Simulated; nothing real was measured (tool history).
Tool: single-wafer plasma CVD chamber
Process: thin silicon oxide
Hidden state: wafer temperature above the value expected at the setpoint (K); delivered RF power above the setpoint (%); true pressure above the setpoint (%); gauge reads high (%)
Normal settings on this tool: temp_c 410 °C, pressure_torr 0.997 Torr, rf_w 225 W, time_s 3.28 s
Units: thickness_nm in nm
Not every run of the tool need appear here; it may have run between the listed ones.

run	day	temp_c	pressure_torr	rf_w	time_s	wafers since the last listed run	hours since the last thermocouple change	hours since the last RF generator calibration	hours since the last manometer calibration	hours since the showerhead was replaced	hours since the gauge calibration	read-back reference wafer on the same gauge, thickness_nm	thickness_nm
1	0.000	410	0.805	225	3.13	0	1364.9	2060.6	11.8	4115.2	279.7	6.243	4.167
2	0.267	410	0.805	225	3.13	168	1371.3	2067.0	18.2	4121.6	286.1	6.249	4.146
3	1.012	410	0.805	225	3.13	472	1389.2	2084.9	36.1	4139.5	304.0	6.254	4.144
# day 1.350: gauge calibrated
4	1.500	410	0.997	195	3.28	308	1400.9	2096.6	47.8	4151.2	3.6	6.253	5.675
# day 2.304: capacitance manometer re-zeroed and calibrated, repeated, since the last time left the tool worse
# day 2.512: thermocouple changed; heater temperature recalibrated
5	2.533	410	0.997	245	3.28	311	0.5	2121.4	5.5	4176.0	28.4	6.251	7.023
6	2.667	410	0.997	245	3.28	84	3.7	2124.6	8.7	4179.2	31.6	6.252	6.982
7	2.925	410	0.997	225	3.28	163	9.9	2130.8	14.9	4185.4	37.8	6.254	6.797
8	3.275	410	0.997	225	3.28	221	18.3	2139.2	23.3	4193.8	46.2	6.252	6.739
9	3.996	410	0.997	225	3.11	456	35.6	2156.5	40.6	4211.1	63.5	6.252	6.382
# day 4.754: showerhead replaced
10	4.775	422	0.997	225	3.28	282	54.3	2175.2	59.3	0.5	82.2	6.246	6.709
11	4.846	405	0.997	225	3.28	44	56.0	2176.9	61.0	2.2	83.9	6.250	6.785
12	5.371	406	0.759	225	3.04	332	68.6	2189.5	73.6	14.8	96.5	6.257	4.295
13	5.746	410	0.997	225	3.28	237	77.6	2198.5	82.6	23.8	105.5	6.249	6.741
14	6.738	410	0.997	225	3.28	627	101.4	2222.3	106.4	47.6	129.3	6.249	6.786
15	7.088	410	0.997	225	3.28	221	109.8	2230.7	114.8	56.0	137.7	6.255	6.762
# day 7.488: RF generator calibrated
16	7.733	398	0.997	225	3.71	197	125.3	5.9	130.3	71.5	153.2	6.251	7.697
17	8.025	410	1.075	210	3.28	184	132.3	12.9	137.3	78.5	160.2	6.245	7.087
18	8.558	410	0.997	265	3.28	337	145.1	25.7	150.1	91.3	173.0	6.256	7.250
19	9.167	396	0.997	240	3.68	385	159.7	40.3	164.7	105.9	187.6	6.246	7.880
20	9.792	410	0.997	240	3.28	395	174.7	55.3	179.7	120.9	202.6	6.240	6.899
21	10.217	416	0.897	255	2.84	269	184.9	65.5	189.9	131.1	212.8	6.249	5.389
22	10.567	398	0.997	225	3.28	221	193.3	73.9	198.3	139.5	221.2	6.251	6.838
23	11.004	410	0.997	225	3.28	276	203.8	84.4	208.8	150.0	231.7	6.251	6.783
24	11.308	410	1.082	225	3.45	192	211.1	91.7	216.1	157.3	239.0	6.242	7.718
25	11.662	410	0.997	225	2.93	224	219.6	100.2	224.6	165.8	247.5	6.255	6.056
26	12.008	410	0.997	225	3.28	218	227.9	108.5	232.9	174.1	255.8	6.254	6.767
27	12.662	410	0.997	255	3.65	414	243.6	124.2	248.6	189.8	271.5	6.252	7.845
28	13.104	410	0.997	255	3.28	279	254.2	134.8	259.2	200.4	282.1	6.245	7.049
29	13.708	410	0.997	225	3.28	382	268.7	149.3	273.7	214.9	296.6	6.252	6.741
# day 14.196: gauge calibrated
30	14.379	410	0.997	225	3.28	424	284.8	165.4	289.8	231.0	4.4	6.251	6.796

Branching from run 30: 3 alternative next runs. What would each branch give?
A	14.396	410	0.863	225	3.28	10	285.2	165.8	290.2	231.4	4.8	?	?
B	14.396	410	0.997	210	3.28	10	285.2	165.8	290.2	231.4	4.8	?	?
C	14.396	397	1.077	225	3.59	10	285.2	165.8	290.2	231.4	4.8	?	?

run	read-back reference wafer on the same gauge, thickness_nm	thickness_nm
A	6.251	5.679
B	6.251	6.612
C	6.251	8.026
Take away the tool's hidden state, keep each run's random variation, and the runs would have read:
run	thickness_nm
A	5.719
B	6.645
C	8.066

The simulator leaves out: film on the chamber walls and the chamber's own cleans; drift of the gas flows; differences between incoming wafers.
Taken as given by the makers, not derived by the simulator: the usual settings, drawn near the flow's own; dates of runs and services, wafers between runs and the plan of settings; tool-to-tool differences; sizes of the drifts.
